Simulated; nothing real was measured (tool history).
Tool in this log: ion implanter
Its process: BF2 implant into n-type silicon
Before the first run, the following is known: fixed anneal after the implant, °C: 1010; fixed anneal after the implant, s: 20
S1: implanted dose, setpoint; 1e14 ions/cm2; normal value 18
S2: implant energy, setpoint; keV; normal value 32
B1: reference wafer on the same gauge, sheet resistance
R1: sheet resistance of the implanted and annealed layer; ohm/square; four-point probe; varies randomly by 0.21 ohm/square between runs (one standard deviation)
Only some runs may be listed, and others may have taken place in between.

run 1 hour=0 | S1=13.94 S2=32 | B1=116.01 | R1=149.55
run 2 hour=16.8 | S1=13.81 S2=32 | B1=116.03 | R1=149.79
run 3 hour=30.5 | S1=13.81 S2=32 | B1=115.94 | R1=149.4
run 4 hour=37 | S1=16.35 S2=32 | B1=115.98 | R1=144.82
run 5 hour=53.4 | S1=16.35 S2=32 | B1=115.94 | R1=144.44
run 6 hour=62.3 | S1=16.35 S2=32 | B1=116.03 | R1=144.67
run 7 hour=71.3 | S1=15.96 S2=23.5 | B1=116.03 | R1=166.67
run 8 hour=84.6 | S1=15.96 S2=23.5 | B1=115.98 | R1=167.44
run 9 hour=100.8 | S1=15.96 S2=23.5 | B1=116.01 | R1=166.69
run 10 hour=108.4 | S1=18 S2=32 | B1=115.99 | R1=142.44
-- hour=141.9 gauge calibrated
-- hour=150.2 Faraday cup replaced and dose calibrated
run 11 hour=158.8 | S1=18 S2=32 | B1=115.94 | R1=142.53
run 12 hour=173.7 | S1=18 S2=32 | B1=115.99 | R1=142.48
run 13 hour=184.7 | S1=15.28 S2=32 | B1=115.96 | R1=146.36
run 14 hour=194.5 | S1=19.73 S2=40 | B1=116.04 | R1=126.38
run 15 hour=206.1 | S1=18 S2=32 | B1=116 | R1=142.5
run 16 hour=222.5 | S1=15.96 S2=23.5 | B1=115.96 | R1=166.75
run 17 hour=229.2 | S1=23.15 S2=24.5 | B1=116.01 | R1=158.71
run 18 hour=245.5 | S1=18 S2=22.5 | B1=116.11 | R1=167.9
-- hour=260.3 extraction supply calibrated
run 19 hour=261.9 | S1=19.81 S2=28.5 | B1=115.96 | R1=149.04

Forecast run 20:
run 20 hour=268.6 | S1=16.5 S2=41 | B1=? | R1=?

Run 20 produced B1 116, R1 128.53 ohm/square.
If the tool had no hidden condition, the same run with the same run-to-run variation would have returned R1 128.53 ohm/square.

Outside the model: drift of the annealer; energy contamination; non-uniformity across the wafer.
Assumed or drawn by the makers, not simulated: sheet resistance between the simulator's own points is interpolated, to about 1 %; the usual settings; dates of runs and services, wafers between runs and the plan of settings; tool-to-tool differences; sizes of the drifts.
